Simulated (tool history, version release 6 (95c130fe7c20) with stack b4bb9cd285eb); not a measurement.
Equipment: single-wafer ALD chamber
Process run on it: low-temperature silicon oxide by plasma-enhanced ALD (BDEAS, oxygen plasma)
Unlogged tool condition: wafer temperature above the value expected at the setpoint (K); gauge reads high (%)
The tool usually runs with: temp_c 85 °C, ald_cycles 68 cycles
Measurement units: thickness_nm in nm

run   hour  temp_c  ald_cycles  wafers since the last listed run  hours since the last thermocouple change  hours since the gauge calibration  read-back reference wafer on the same gauge, thickness_nm  thickness_nm
  1      0      85          68                                 0                                    1188.1                                260                                                      9.298        10.216
  2   35.1      85          68                               166                                    1223.2                              295.1                                                      9.299         10.22
  3   54.5      85          68                                91                                    1242.6                              314.5                                                      9.301        10.196
  4   83.7      74          68                               138                                    1271.8                              343.7                                                      9.303        10.501
  5  105.6      85          68                               103                                    1293.7                              365.6                                                      9.296        10.217
  6  131.2      85          68                               121                                    1319.3                              391.2                                                      9.302        10.238
  7  146.2      85          68                                71                                    1334.3                              406.2                                                      9.304        10.273
  8  180.3      85          68                               161                                    1368.4                              440.3                                                      9.299        10.153
  9  210.8      85          68                               144                                    1398.9                              470.8                                                      9.298        10.213
 10  245.6      85          63                               164                                    1433.7                              505.6                                                      9.301         9.453
 11  278.5      85          63                               155                                    1466.6                              538.5                                                      9.297         9.499
 12  300.5      85          68                               104                                    1488.6                              560.5                                                      9.302        10.236
 13    317      85          68                                78                                    1505.1                                577                                                        9.3        10.228
 14  334.2      85          68                                81                                    1522.3                              594.2                                                      9.298        10.212
     346.3  -- thermocouple changed; heater temperature recalibrated
 15  362.8      94          73                                97                                      16.5                              622.8                                                      9.305        10.768
 16    391      93          56                               133                                      44.7                                651                                                      9.301         8.323
 17  415.4      85          68                               115                                      69.1                              675.4                                                      9.303        10.344
 18  427.6      85          68                                57                                      81.3                              687.6                                                      9.298        10.305
     434.7  -- gauge calibrated
     461.2  -- thermocouple changed; heater temperature recalibrated, repeated, since the last time left the tool worse
 19  463.3      92          62                               131                                       2.1                               28.6                                                      9.304         8.961
 20  492.9      75          76                               140                                      31.7                               58.2                                                      9.299        11.579
 21  525.5      71          68                               154                                      64.3                               90.8                                                        9.3        10.533
 22  556.1      93          61                               145                                      94.9                              121.4                                                      9.292         8.824
 23  585.4      94          64                               138                                     124.2                              150.7                                                      9.301         9.219
 24  613.3      85          55                               132                                     152.1                              178.6                                                      9.298         8.171
 25  632.9      99          68                                92                                     171.7                              198.2                                                      9.298         9.711
 26  649.4      94          60                                78                                     188.2                              214.7                                                      9.296         8.684
 27  668.6      85          78                                90                                     207.4                              233.9                                                      9.298        11.559

For each run, the measured value with the value that run would have given without the tool's hidden condition subtracted. The run-to-run variation is shared by both, the gauge scatter possibly not:
run  thickness_nm
  1        +0.088
  2        +0.092
  3        +0.093
  4        +0.096
  5        +0.098
  6        +0.101
  7        +0.103
  8        +0.105
  9        +0.108
 10        +0.103
 11        +0.106
 12        +0.117
 13        +0.118
 14        +0.119
 15        +0.244
 16        +0.191
 17        +0.233
 18        +0.233
 19        -0.015
 20        -0.015
 21         -0.01
 22        -0.006
 23        -0.004
 24        -0.002
 25            +0
 26        +0.001
 27        +0.004
